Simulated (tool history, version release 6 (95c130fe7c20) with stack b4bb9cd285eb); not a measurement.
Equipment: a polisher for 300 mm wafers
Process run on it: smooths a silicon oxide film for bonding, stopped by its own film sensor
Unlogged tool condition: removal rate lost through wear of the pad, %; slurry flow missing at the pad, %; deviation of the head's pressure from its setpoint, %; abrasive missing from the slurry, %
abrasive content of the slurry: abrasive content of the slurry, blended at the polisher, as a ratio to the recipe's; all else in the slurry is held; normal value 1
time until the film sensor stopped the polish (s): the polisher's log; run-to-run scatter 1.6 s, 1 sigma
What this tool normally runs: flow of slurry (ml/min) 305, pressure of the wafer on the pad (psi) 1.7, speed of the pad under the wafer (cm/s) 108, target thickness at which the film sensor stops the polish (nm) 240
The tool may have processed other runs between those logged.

| run | hour | flow of slurry (ml/min) | pressure of the wafer on the pad (psi) | speed of the pad under the wafer (cm/s) | abrasive content of the slurry | target thickness at which the film sensor stops the polish (nm) | wafers since the last listed run | wafers polished on this pad | hours since the slurry nozzle was cleaned | hours since the head pressure was calibrated | hours since the slurry blender was calibrated | incoming thickness of the incoming film, nm | time until the film sensor stopped the polish (s) |
|---|---|---|---|---|---|---|---|---|---|---|---|---|---|
| 1 | 0 | 305 | 1.7 | 108 | 1 | 240 | 0 | 617 | 100.7 | 763.6 | 82.8 | 314.1 | 120 |
| 2 | 52.6 | 305 | 1.7 | 108 | 1 | 240 | 263 | 880 | 153.3 | 816.2 | 135.4 | 311.4 | 114.4 |
|  | 72 | slurry blender recalibrated |
| 3 | 86.6 | 305 | 1.7 | 108 | 1 | 240 | 160 | 1041 | 187.3 | 850.2 | 14.6 | 309.7 | 114.3 |
| 4 | 112.5 | 305 | 1.7 | 108 | 1 | 240 | 129 | 1170 | 213.2 | 876.1 | 40.5 | 306.5 | 108.6 |
| 5 | 140.1 | 305 | 1.7 | 108 | 1 | 240 | 138 | 1309 | 240.8 | 903.7 | 68.1 | 308.6 | 114 |
|  | 171.4 | worn pad replaced by a new one |
| 6 | 209.7 | 305 | 1.7 | 108 | 1 | 240 | 328 | 191 | 310.4 | 973.3 | 137.7 | 309.5 | 114 |
|  | 236.8 | head pressure recalibrated |
|  | 246.8 | slurry blender recalibrated |
| 7 | 251.2 | 305 | 1.7 | 108 | 1 | 240 | 187 | 379 | 351.9 | 14.4 | 4.4 | 303 | 103.2 |
| 8 | 404.7 | 305 | 1.7 | 124 | 1 | 240 | 768 | 1148 | 505.4 | 167.9 | 157.9 | 313.5 | 108.1 |
|  | 411.6 | slurry blender recalibrated |
| 9 | 446.1 | 305 | 1.5 | 108 | 0.9 | 240 | 197 | 1345 | 546.8 | 209.3 | 34.5 | 314.9 | 152 |
|  | 455.4 | slurry nozzle cleaned |
| 10 | 498.4 | 305 | 1.7 | 108 | 1 | 240 | 256 | 1602 | 43 | 261.6 | 86.8 | 316.7 | 123.7 |
|  | 508.7 | worn pad replaced by a new one |
| 11 | 548.6 | 305 | 1.7 | 108 | 1.25 | 240 | 231 | 199 | 93.2 | 311.8 | 137 | 305.1 | 91.6 |
|  | 575.3 | slurry blender recalibrated |
| 12 | 588.7 | 305 | 1.7 | 124 | 1 | 240 | 190 | 390 | 133.3 | 351.9 | 13.4 | 312 | 110.1 |
| 13 | 630.9 | 305 | 1.7 | 134 | 1 | 240 | 211 | 602 | 175.5 | 394.1 | 55.6 | 305 | 95.8 |
| 14 | 682 | 360 | 1.7 | 108 | 1 | 240 | 255 | 858 | 226.6 | 445.2 | 106.7 | 312.7 | 121 |
|  | 706.2 | slurry blender recalibrated |
| 15 | 726.9 | 305 | 1.7 | 108 | 1 | 231 | 214 | 1072 | 271.5 | 490.1 | 20.7 | 308.2 | 123.7 |
| 16 | 762.9 | 305 | 1.3 | 108 | 1 | 231 | 180 | 1253 | 307.5 | 526.1 | 56.7 | 308.8 | 165.3 |

Forecast each of these 4 alternatives for the next run:
| A | 763.4 | 305 | 1.7 | 108 | 1 | 240 | 2 | 1255 | 308 | 526.6 | 57.2 | 307.7 | ? |
| B | 763.4 | 255 | 2.3 | 144 | 0.9 | 240 | 2 | 1255 | 308 | 526.6 | 57.2 | 307.7 | ? |
| C | 763.4 | 305 | 2 | 144 | 1 | 240 | 2 | 1255 | 308 | 526.6 | 57.2 | 307.7 | ? |
| D | 763.4 | 365 | 1.7 | 72 | 1 | 240 | 2 | 1255 | 308 | 526.6 | 57.2 | 307.7 | ? |

| run | time until the film sensor stopped the polish (s) |
|---|---|
| A | 108.7 |
| B | 75.6 |
| C | 78 |
| D | 132.8 |
Take away the tool's hidden state, keep each run's random variation, and the runs would have read:
| run | time until the film sensor stopped the polish (s) |
|---|---|
| A | 108.7 |
| B | 75.6 |
| C | 78 |
| D | 132.8 |
